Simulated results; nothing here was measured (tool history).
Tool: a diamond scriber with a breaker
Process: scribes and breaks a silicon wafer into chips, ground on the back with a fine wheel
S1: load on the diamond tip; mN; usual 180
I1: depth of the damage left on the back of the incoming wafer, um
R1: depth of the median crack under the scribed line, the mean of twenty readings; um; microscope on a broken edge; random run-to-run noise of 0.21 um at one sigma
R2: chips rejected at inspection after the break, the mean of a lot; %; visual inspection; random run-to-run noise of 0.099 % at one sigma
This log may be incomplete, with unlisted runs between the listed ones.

run,hour,S1,I1,R1,R2
1,0.0,168,2.24,8.73,6.83
2,82.2,168,2.15,8.73,7.57
3,145.9,180,1.86,9.28,4.67
4,195.5,180,1.96,9.33,5.00
5,283.4,180,1.53,8.91,4.77
6,385.3,139,2.61,6.62,29.52
7,460.9,139,2.72,6.64,29.56
8,568.4,139,2.64,6.46,35.91
9,630.2,180,2.98,8.23,11.18
10,675.3,150,1.72,7.01,24.03
11,719.6,232,2.80,11.21,2.15
# hour 778.3: load on the tip recalibrated
12,807.9,157,2.59,8.90,5.30
# hour 810.9: diamond tip replaced by a new one
13,860.0,139,2.65,7.82,15.91
14,935.9,228,2.37,12.96,6.43
15,979.1,210,2.98,12.46,3.39
16,1035.7,148,1.60,8.45,10.66

Branching from run 16: 5 alternative next runs. What would each branch give?
A,1036.3,180,1.94,?,?
B,1036.3,154,1.94,?,?
C,1036.3,209,1.94,?,?
D,1036.3,215,1.94,?,?
E,1036.3,136,1.94,?,?

run,R1,R2
A,10.62,1.36
B,8.92,6.89
C,12.38,2.71
D,12.73,3.56
E,7.64,17.20
Had the tool no hidden state, the same runs would have come out as:
run,R1,R2
A,11.01,1.15
B,9.24,5.18
C,12.83,3.85
D,13.19,4.93
E,7.91,14.46

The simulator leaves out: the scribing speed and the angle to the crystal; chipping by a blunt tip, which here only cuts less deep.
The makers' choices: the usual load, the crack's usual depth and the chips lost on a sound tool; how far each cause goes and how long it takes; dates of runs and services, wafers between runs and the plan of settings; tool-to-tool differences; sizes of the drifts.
